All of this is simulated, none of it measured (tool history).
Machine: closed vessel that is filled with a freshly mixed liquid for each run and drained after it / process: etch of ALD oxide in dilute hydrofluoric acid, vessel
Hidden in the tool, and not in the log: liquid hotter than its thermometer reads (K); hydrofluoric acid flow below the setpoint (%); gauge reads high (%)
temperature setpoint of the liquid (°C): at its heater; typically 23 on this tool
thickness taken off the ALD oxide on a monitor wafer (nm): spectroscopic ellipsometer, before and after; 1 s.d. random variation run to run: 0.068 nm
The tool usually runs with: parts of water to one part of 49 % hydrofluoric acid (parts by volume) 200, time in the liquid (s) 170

run,hour,temperature setpoint of the liquid (°C),parts of water to one part of 49 % hydrofluoric acid (parts by volume),time in the liquid (s),wafers since the last listed run,hours since the thermometer was replaced,hours since the hydrofluoric acid flow meter was replaced,hours since the gauge calibration,"read-back film thickness of the ALD oxide reference wafer, read on the same gauge (nm)",thickness taken off the ALD oxide on a monitor wafer (nm)
1,0,26,200,170,0,1602.5,172,885.5,60,17.2
2,66,26,200,170,7824,1668.5,238,951.5,60,16.94
3,78.5,26,200,170,1481,1681,250.5,964,59.98,16.98
4,102.9,23,200,170,2892,1705.4,274.9,988.4,60,15.18
5,120.4,24,200,170,2074,1722.9,292.4,1005.9,60.02,15.75
6,142.2,24,200,170,2584,1744.7,314.2,1027.7,59.99,15.7
7,167.1,24,200,170,2952,1769.6,339.1,1052.6,60,15.64
8,200.5,23,200,170,3959,1803,372.5,1086,59.99,14.98
# hour 207.4: hydrofluoric acid flow meter replaced
9,221.3,23,200,170,2347,1823.8,13.9,1106.8,60,15.41
10,247.4,23,200,170,3094,1849.9,40,1132.9,59.99,15.32
11,275.9,23,200,200,3378,1878.4,68.5,1161.4,60.01,17.98
# hour 286.2: gauge calibrated
12,290.7,23,200,170,1754,1893.2,83.3,4.5,60.01,15.34
13,305,23,200,170,1695,1907.5,97.6,18.8,60.03,15.27
14,337.2,23,200,170,3817,1939.7,129.8,51,59.98,15.37
15,369.7,23,200,170,3853,1972.2,162.3,83.5,59.98,15.3
16,401.6,23,200,170,3782,2004.1,194.2,115.4,60,15.17
17,434.5,23,200,170,3900,2037,227.1,148.3,59.98,15.17
18,448.2,19,160,170,1624,2050.7,240.8,162,60.04,16.92
19,465,23,200,85,1991,2067.5,257.6,178.8,59.98,7.51
20,498.5,21,170,170,3971,2101,291.1,212.3,60.01,16.97
21,510.8,25.5,200,170,1458,2113.3,303.4,224.6,59.99,16.41
22,532.2,19,200,170,2537,2134.7,324.8,246,60.01,12.93
# hour 533.8: thermometer replaced
23,552.1,23,200,170,2240,18.3,344.7,265.9,60,15.15
24,571,24.5,285,245,2240,37.2,363.6,284.8,60,14.64
# hour 601.9: hydrofluoric acid flow meter replaced
25,602.4,23,200,80,3604,68.6,0.5,316.2,59.99,7.27
26,634.5,20,285,110,3805,100.7,32.6,348.3,60,5.75
27,653.9,24.5,250,130,2300,120.1,52,367.7,59.99,9.38
28,677.3,20,200,170,2774,143.5,75.4,391.1,59.97,13.69
29,705.8,25,200,135,3378,172,103.9,419.6,60,13.09

The next listed run, before its measurement:
30,794.1,23,200,195,10468,260.3,192.2,507.9,?,?

read-back film thickness of the ALD oxide reference wafer, read on the same gauge (nm): 60
thickness taken off the ALD oxide on a monitor wafer (nm): 17.4
If the tool had no hidden condition, the same run with the same run-to-run variation would have returned thickness taken off the ALD oxide on a monitor wafer (nm) 17.72.
